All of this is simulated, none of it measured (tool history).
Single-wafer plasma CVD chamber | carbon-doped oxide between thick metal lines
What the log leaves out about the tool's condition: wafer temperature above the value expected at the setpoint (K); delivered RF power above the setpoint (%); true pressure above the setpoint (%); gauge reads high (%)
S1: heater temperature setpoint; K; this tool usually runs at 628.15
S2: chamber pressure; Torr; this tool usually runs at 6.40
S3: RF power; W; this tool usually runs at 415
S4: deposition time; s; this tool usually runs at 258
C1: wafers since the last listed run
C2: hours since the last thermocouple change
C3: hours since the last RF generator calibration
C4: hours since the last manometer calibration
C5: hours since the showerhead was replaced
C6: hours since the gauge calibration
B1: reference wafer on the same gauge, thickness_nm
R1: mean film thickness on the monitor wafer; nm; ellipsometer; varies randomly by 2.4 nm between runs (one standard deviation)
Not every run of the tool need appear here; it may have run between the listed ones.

run     day      S1    S2   S3   S4    C1      C2      C3      C4      C5      C6        B1        R1
  1   0.000  628.15  6.40  415  258     0   697.2  1485.9  1314.5  4937.4  1870.5  1069.815  1049.572
      1.675  -- showerhead replaced
  2   4.100  628.15  6.40  415  258   648   795.6  1584.3  1412.9    58.2  1968.9  1069.767  1043.816
  3   7.808  628.15  6.40  415  258   638   884.6  1673.3  1501.9   147.2  2057.9  1070.261  1046.801
  4  11.671  628.15  6.40  415  258   664   977.3  1766.0  1594.6   239.9  2150.6  1069.811  1044.472
  5  13.250  628.15  6.40  415  258   271  1015.2  1803.9  1632.5   277.8  2188.5  1069.954  1045.187
  6  16.417  628.15  6.40  415  258   544  1091.2  1879.9  1708.5   353.8  2264.5  1070.010  1045.744
  7  20.788  628.15  6.40  415  281   752  1196.1  1984.8  1813.4   458.7  2369.4  1069.958  1132.540
     23.800  -- RF generator calibrated
     25.658  -- capacitance manometer re-zeroed and calibrated
  8  28.892  643.15  7.68  380  258  1280  1390.6   122.2    77.6   653.2  2563.9  1070.425   967.458
  9  33.246  628.15  7.25  435  285   749  1495.1   226.7   182.1   757.7  2668.4  1069.884  1216.618
 10  35.383  628.15  6.40  415  258   367  1546.4   278.0   233.4   809.0  2719.7  1069.888  1057.733
 11  39.433  642.15  6.40  415  292   697  1643.6   375.2   330.6   906.2  2816.9  1069.611  1161.142
 12  42.488  628.15  6.40  415  258   525  1716.9   448.5   403.9   979.5  2890.2  1069.856  1052.039
     44.175  -- thermocouple changed; heater temperature recalibrated
 13  44.321  641.15  5.82  440  237   258     3.5   492.5   447.9  1023.5  2934.2  1069.731   990.943
 14  46.675  628.15  7.12  370  258   405    60.0   549.0   504.4  1080.0  2990.7  1070.047   972.742
 15  50.633  628.15  6.40  415  258   681   155.0   644.0   599.4  1175.0  3085.7  1069.792  1059.031
 16  53.658  628.15  7.07  415  309   520   227.6   716.6   672.0  1247.6  3158.3  1070.263  1274.260
     53.946  -- gauge calibrated
 17  64.533  628.15  6.40  490  258  1871   488.6   977.6   933.0  1508.6   254.1  1069.800  1197.605
 18  67.642  628.15  7.07  415  309   534   563.2  1052.2  1007.6  1583.2   328.7  1069.905  1264.752
 19  69.283  639.15  7.83  380  208   282   602.6  1091.6  1047.0  1622.6   368.1  1070.173   775.362
 20  71.983  623.15  6.40  415  285   464   667.4  1156.4  1111.8  1687.4   432.9  1070.321  1168.041
 21  76.142  628.15  6.40  445  293   715   767.2  1256.2  1211.6  1787.2   532.7  1070.036  1260.444
 22  78.638  623.15  5.21  350  218   429   827.1  1316.1  1271.5  1847.1   592.6  1069.916   762.058
 23  82.679  622.15  5.43  415  212   695   924.1  1413.1  1368.5  1944.1   689.6  1069.643   860.667
 24  85.683  628.15  5.28  380  240   517   996.2  1485.2  1440.6  2016.2   761.7  1070.280   886.632
 25  88.667  632.15  6.96  370  235   513  1067.8  1556.8  1512.2  2087.8   833.3  1069.956   856.959
 26  90.908  628.15  5.94  355  258   385  1121.6  1610.6  1566.0  2141.6   887.1  1070.158   906.244
 27  93.775  628.15  6.40  415  258   493  1190.4  1679.4  1634.8  2210.4   955.9  1070.067  1048.085

State the hidden condition of the tool at each of the runs:
true pressure above the setpoint (%): 0 on each run
gauge reads high (%): 0 on each run
H1: wafer temperature above the value expected at the setpoint (K)
H2: delivered RF power above the setpoint (%)
run      H1      H2
  1    4.26   -2.66
  2    4.54   -2.72
  3    4.76   -2.76
  4    4.96    -2.8
  5    5.03   -2.81
  6    5.16   -2.84
  7    5.31   -2.88
  8    5.54  -0.921
  9    5.63   -1.24
 10    5.67   -1.37
 11    5.73   -1.62
 12    5.78   -1.78
 13  -0.414   -1.87
 14   0.142   -1.98
 15   0.963   -2.15
 16    1.51   -2.26
 17    2.99    -2.6
 18     3.3   -2.68
 19    3.45   -2.71
 20    3.68   -2.77
 21    3.98   -2.85
 22    4.14    -2.9
 23    4.37   -2.96
 24    4.51   -3.01
 25    4.64   -3.04
 26    4.73   -3.07
 27    4.82    -3.1

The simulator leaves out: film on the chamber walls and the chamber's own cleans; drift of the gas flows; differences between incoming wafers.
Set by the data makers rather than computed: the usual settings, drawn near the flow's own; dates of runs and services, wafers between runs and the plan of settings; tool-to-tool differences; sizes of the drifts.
